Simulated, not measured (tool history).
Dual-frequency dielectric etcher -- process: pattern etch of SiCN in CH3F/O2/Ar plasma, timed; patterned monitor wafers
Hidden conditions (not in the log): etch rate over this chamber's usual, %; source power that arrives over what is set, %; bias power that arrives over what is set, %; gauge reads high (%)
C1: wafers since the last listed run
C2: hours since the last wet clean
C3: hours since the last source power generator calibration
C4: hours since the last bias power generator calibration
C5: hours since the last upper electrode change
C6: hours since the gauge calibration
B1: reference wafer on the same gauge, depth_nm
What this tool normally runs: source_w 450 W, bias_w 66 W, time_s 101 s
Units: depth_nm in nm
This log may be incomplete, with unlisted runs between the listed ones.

run 1 hour=0 | source_w=450 bias_w=66 time_s=101 | C1=0 C2=111.1 C3=2903.7 C4=3045.1 C5=96.7 C6=1226.1 | B1=38.7 | depth_nm=41.01
run 2 hour=14.2 | source_w=450 bias_w=66 time_s=101 | C1=105 C2=125.3 C3=2917.9 C4=3059.3 C5=110.9 C6=1240.3 | B1=38.68 | depth_nm=40.95
run 3 hour=26.5 | source_w=450 bias_w=66 time_s=101 | C1=91 C2=137.6 C3=2930.2 C4=3071.6 C5=123.2 C6=1252.6 | B1=38.7 | depth_nm=40.93
-- hour=27.3 gauge calibrated
run 4 hour=40.6 | source_w=450 bias_w=66 time_s=101 | C1=104 C2=151.7 C3=2944.3 C4=3085.7 C5=137.3 C6=13.3 | B1=38.7 | depth_nm=40.95
run 5 hour=63.2 | source_w=450 bias_w=66 time_s=101 | C1=168 C2=174.3 C3=2966.9 C4=3108.3 C5=159.9 C6=35.9 | B1=38.7 | depth_nm=41.1
run 6 hour=82 | source_w=480 bias_w=51 time_s=126.5 | C1=139 C2=193.1 C3=2985.7 C4=3127.1 C5=178.7 C6=54.7 | B1=38.7 | depth_nm=49.75
run 7 hour=111.7 | source_w=450 bias_w=66 time_s=123.5 | C1=221 C2=222.8 C3=3015.4 C4=3156.8 C5=208.4 C6=84.4 | B1=38.7 | depth_nm=50.09
run 8 hour=125.9 | source_w=450 bias_w=66 time_s=101 | C1=105 C2=237 C3=3029.6 C4=3171 C5=222.6 C6=98.6 | B1=38.69 | depth_nm=41.06
-- hour=140.9 bias power generator calibrated
run 9 hour=160.5 | source_w=450 bias_w=55 time_s=101 | C1=227 C2=271.6 C3=3064.2 C4=19.6 C5=257.2 C6=133.2 | B1=38.68 | depth_nm=39.47
run 10 hour=176.9 | source_w=450 bias_w=66 time_s=101 | C1=122 C2=288 C3=3080.6 C4=36 C5=273.6 C6=149.6 | B1=38.7 | depth_nm=41.15
run 11 hour=211 | source_w=450 bias_w=66 time_s=118.5 | C1=253 C2=322.1 C3=3114.7 C4=70.1 C5=307.7 C6=183.7 | B1=38.71 | depth_nm=48.36
run 12 hour=246.8 | source_w=360 bias_w=50 time_s=101 | C1=266 C2=357.9 C3=3150.5 C4=105.9 C5=343.5 C6=219.5 | B1=38.72 | depth_nm=35.24
-- hour=287.1 wet clean of the chamber
run 13 hour=287.6 | source_w=450 bias_w=66 time_s=101 | C1=125 C2=0.5 C3=3191.3 C4=146.7 C5=384.3 C6=260.3 | B1=38.69 | depth_nm=40.68
run 14 hour=292.6 | source_w=450 bias_w=66 time_s=71 | C1=37 C2=5.5 C3=3196.3 C4=151.7 C5=389.3 C6=265.3 | B1=38.7 | depth_nm=28.74
run 15 hour=322.2 | source_w=420 bias_w=66 time_s=111 | C1=220 C2=35.1 C3=3225.9 C4=181.3 C5=418.9 C6=294.9 | B1=38.7 | depth_nm=43.58
run 16 hour=349.7 | source_w=420 bias_w=75 time_s=119 | C1=204 C2=62.6 C3=3253.4 C4=208.8 C5=446.4 C6=322.4 | B1=38.7 | depth_nm=48.22
run 17 hour=380.3 | source_w=450 bias_w=66 time_s=110 | C1=227 C2=93.2 C3=3284 C4=239.4 C5=477 C6=353 | B1=38.7 | depth_nm=44.72
run 18 hour=439 | source_w=520 bias_w=70 time_s=85 | C1=436 C2=151.9 C3=3342.7 C4=298.1 C5=535.7 C6=411.7 | B1=38.71 | depth_nm=37.16
run 19 hour=451.7 | source_w=450 bias_w=74 time_s=114 | C1=94 C2=164.6 C3=3355.4 C4=310.8 C5=548.4 C6=424.4 | B1=38.7 | depth_nm=47.54
-- hour=460.6 source power generator calibrated
run 20 hour=479.5 | source_w=500 bias_w=57 time_s=85.5 | C1=177 C2=192.4 C3=18.9 C4=338.6 C5=576.2 C6=452.2 | B1=38.7 | depth_nm=34.55
run 21 hour=512.1 | source_w=450 bias_w=77 time_s=101 | C1=242 C2=225 C3=51.5 C4=371.2 C5=608.8 C6=484.8 | B1=38.71 | depth_nm=41.83
run 22 hour=599.4 | source_w=480 bias_w=66 time_s=110 | C1=649 C2=312.3 C3=138.8 C4=458.5 C5=696.1 C6=572.1 | B1=38.7 | depth_nm=45.49
run 23 hour=621.7 | source_w=410 bias_w=77 time_s=101 | C1=165 C2=334.6 C3=161.1 C4=480.8 C5=718.4 C6=594.4 | B1=38.69 | depth_nm=40.53
run 24 hour=645.1 | source_w=390 bias_w=77 time_s=73.5 | C1=174 C2=358 C3=184.5 C4=504.2 C5=741.8 C6=617.8 | B1=38.68 | depth_nm=28.94
-- hour=670.6 wet clean of the chamber
run 25 hour=671.1 | source_w=410 bias_w=55 time_s=126.5 | C1=14 C2=0.5 C3=210.5 C4=530.2 C5=767.8 C6=643.8 | B1=38.71 | depth_nm=46.51
run 26 hour=691.3 | source_w=540 bias_w=78 time_s=86.5 | C1=150 C2=20.7 C3=230.7 C4=550.4 C5=788 C6=664 | B1=38.7 | depth_nm=38.92
run 27 hour=708.3 | source_w=530 bias_w=73 time_s=79.5 | C1=126 C2=37.7 C3=247.7 C4=567.4 C5=805 C6=681 | B1=38.7 | depth_nm=34.94
run 28 hour=724.6 | source_w=410 bias_w=66 time_s=101 | C1=121 C2=54 C3=264 C4=583.7 C5=821.3 C6=697.3 | B1=38.71 | depth_nm=38.84
run 29 hour=741.1 | source_w=490 bias_w=66 time_s=109 | C1=122 C2=70.5 C3=280.5 C4=600.2 C5=837.8 C6=713.8 | B1=38.71 | depth_nm=45.31

Below, some changes in depth_nm between adjacent runs. For each, the amount present without the hidden state too (settings, incoming material, random variation) and the amount remaining for the hidden state with gauge scatter not shared by both compared results:
Run 11 -> 12: source_w 450 -> 360, bias_w 66 -> 50, time_s 118.5 -> 101. depth_nm -13.12 nm: hidden state -0.3, all else -12.82.
Run 14 -> 15: source_w 450 -> 420, time_s 71 -> 111. depth_nm +14.84 nm: hidden state +0.3, all else +14.54.
Run 19 -> 20: source_w 450 -> 500, bias_w 74 -> 57, time_s 114 -> 85.5, source power generator calibrated. depth_nm -12.99 nm: hidden state -0.83, all else -12.16.
Run 24 -> 25: source_w 390 -> 410, bias_w 77 -> 55, time_s 73.5 -> 126.5, wet clean of the chamber. depth_nm +17.57 nm: hidden state -0.05, all else +17.62.
